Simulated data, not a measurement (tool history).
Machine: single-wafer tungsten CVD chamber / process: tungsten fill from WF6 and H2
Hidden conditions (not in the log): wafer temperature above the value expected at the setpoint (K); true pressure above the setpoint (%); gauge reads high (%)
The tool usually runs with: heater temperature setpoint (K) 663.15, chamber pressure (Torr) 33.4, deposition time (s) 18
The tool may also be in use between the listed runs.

run,day,heater temperature setpoint (K),chamber pressure (Torr),deposition time (s),wafers since the last listed run,hours since the last thermocouple change,hours since the last manometer calibration,hours since the showerhead was replaced,hours since the gauge calibration,"read-back reference wafer on the same gauge, thickness_nm",mean film thickness on the monitor wafer (angstrom)
1,0,663.15,33.4,15.2,0,478.2,1681.7,6150.5,1146.7,38.27,398.79
2,2.071,663.15,33.4,15.2,1600,527.9,1731.4,6200.2,1196.4,38.194,396.2
3,4.479,663.15,33.4,18,1861,585.7,1789.2,6258,1254.2,38.213,471.94
4,8.758,663.15,33.4,18,3307,688.4,1891.9,6360.7,1356.9,38.234,474.2
5,12.371,663.15,33.4,18,2792,775.1,1978.6,6447.4,1443.6,38.233,473.74
6,14.242,663.15,33.4,18,1446,820,2023.5,6492.3,1488.5,38.252,475.1
7,16.417,663.15,33.4,18,1681,872.2,2075.7,6544.5,1540.7,38.204,472.66
8,20.1,663.15,33.4,18,2847,960.6,2164.1,6632.9,1629.1,38.215,473.99
9,30.283,663.15,33.4,18,7871,1205,2408.5,6877.3,1873.5,38.179,475.6
# day 32.512: showerhead replaced
10,33.567,663.15,36.9,20.6,2280,1283.8,2487.3,25.3,1952.3,38.237,576.32
# day 35.467: capacitance manometer re-zeroed and calibrated
# day 37.438: thermocouple changed; heater temperature recalibrated
11,37.842,663.15,33.4,18,2789,9.7,57,127.9,2054.9,38.17,494.04
# day 39.05: gauge calibrated
12,42.321,663.15,33.4,18,3462,117.2,164.5,235.4,78.5,38.171,500.53
13,44.821,663.15,37.9,18,1932,177.2,224.5,295.4,138.5,38.176,536.95
14,47.875,663.15,37.9,18,2360,250.5,297.8,368.7,211.8,38.141,540.51
15,50.696,663.15,33.4,18,2180,318.2,365.5,436.4,279.5,38.201,504.09
16,55.121,663.15,33.4,18,3420,424.4,471.7,542.6,385.7,38.231,506.27
17,56.942,656.15,33.4,21.2,1407,468.1,515.4,586.3,429.4,38.215,516.58
18,58.829,663.15,26.6,16.1,1458,513.4,560.7,631.6,474.7,38.194,404.8
19,62.075,653.15,33.4,15.4,2508,591.3,638.6,709.5,552.6,38.165,348.8
20,63.738,663.15,33.4,16.1,1285,631.2,678.5,749.4,592.5,38.195,456.42
# day 64.204: thermocouple changed; heater temperature recalibrated, repeated, since the last time left the tool worse
21,65.508,668.15,27.6,14.6,1111,31.3,721,791.9,635,38.144,368.25
22,67.804,663.15,33.4,18,1774,86.4,776.1,847,690.1,38.183,457.02
23,69.758,656.15,36.7,19.9,1510,133.3,823,893.9,737,38.176,456.51
24,73.733,663.15,33.4,18,3072,228.7,918.4,989.3,832.4,38.211,459.86
25,77.762,663.15,33.4,18,3114,325.4,1015.1,1086,929.1,38.206,459.1
26,79.596,656.15,36.9,18,1417,369.4,1059.1,1130,973.1,38.212,415.37
27,81.4,667.15,33.4,18,1394,412.7,1102.4,1173.3,1016.4,38.177,506.88
28,83.554,663.15,33.4,18,1665,464.4,1154.1,1225,1068.1,38.209,463.41
29,85.192,657.15,36.9,18,1265,503.7,1193.4,1264.3,1107.4,38.236,428.39
30,88.458,663.15,33.4,20.8,2525,582.1,1271.8,1342.7,1185.8,38.176,541.83
31,100.462,663.15,33.4,18,9278,870.2,1559.9,1630.8,1473.9,38.194,467.7
32,104.138,651.15,38.9,19,2840,958.4,1648.1,1719,1562.1,38.184,409.73
33,105.879,663.15,37.2,16,1346,1000.2,1689.9,1760.8,1603.9,38.25,441.96
34,108.042,651.15,26.5,16.3,1671,1052.1,1741.8,1812.7,1655.8,38.203,286.18
35,110.283,674.15,33.4,18,1732,1105.9,1795.6,1866.5,1709.6,38.219,591.68

Alternative continuations, all from the tool just after run 35; predict every row:
A,110.3,663.15,33.4,15.4,12,1106.3,1796,1866.9,1710,?,?
B,110.3,654.15,37.1,15.4,12,1106.3,1796,1866.9,1710,?,?
C,110.3,677.15,30.1,15.5,12,1106.3,1796,1866.9,1710,?,?

run,"read-back reference wafer on the same gauge, thickness_nm",mean film thickness on the monitor wafer (angstrom)
A,38.222,404.48
B,38.222,349.85
C,38.222,514.05
Take away the tool's hidden state, keep each run's random variation, and the runs would have read:
run,mean film thickness on the monitor wafer (angstrom)
A,394.77
B,340.99
C,502.7

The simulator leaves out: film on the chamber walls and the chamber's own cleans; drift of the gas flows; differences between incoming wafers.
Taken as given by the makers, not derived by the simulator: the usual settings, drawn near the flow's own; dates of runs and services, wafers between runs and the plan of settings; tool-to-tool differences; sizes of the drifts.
